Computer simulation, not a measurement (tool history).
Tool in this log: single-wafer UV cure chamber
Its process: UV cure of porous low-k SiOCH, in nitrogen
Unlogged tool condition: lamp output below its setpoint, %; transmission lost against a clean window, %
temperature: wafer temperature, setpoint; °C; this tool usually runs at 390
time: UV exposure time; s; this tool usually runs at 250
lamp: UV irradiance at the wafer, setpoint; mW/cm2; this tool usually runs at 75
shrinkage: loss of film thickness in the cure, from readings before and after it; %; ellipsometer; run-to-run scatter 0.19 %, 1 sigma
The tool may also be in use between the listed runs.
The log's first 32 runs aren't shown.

run,day,temperature,time,lamp,wafers since the last listed run,hours since the UV bulbs were replaced,wafers since the quartz window was cleaned,shrinkage
33,18.379,381,290,106,40,202.9,288,13.513
34,19.017,383,250,75,78,218.2,366,11.434
35,19.325,390,135,75,37,225.6,404,8.663
36,20.029,390,250,75,86,242.5,490,11.405
37,21.017,403,250,112,121,266.2,612,13.733
38,21.696,374,335,51,83,282.5,695,10.48
39,22.046,399,355,95,42,290.9,738,14.293
40,22.608,398,190,40,69,304.4,807,7.697
41,23.038,390,290,75,52,314.7,860,12.084

Branching from run 41: 3 alternative next runs. What would each branch give?
A,23.058,390,250,40,2,315.2,862,?
B,23.058,385,250,65,2,315.2,862,?
C,23.058,390,195,75,2,315.2,862,?

run,shrinkage
A,8.514
B,10.531
C,10.151
What these runs would have given with no unlogged condition in the tool:
run,shrinkage
A,8.514
B,10.531
C,10.151

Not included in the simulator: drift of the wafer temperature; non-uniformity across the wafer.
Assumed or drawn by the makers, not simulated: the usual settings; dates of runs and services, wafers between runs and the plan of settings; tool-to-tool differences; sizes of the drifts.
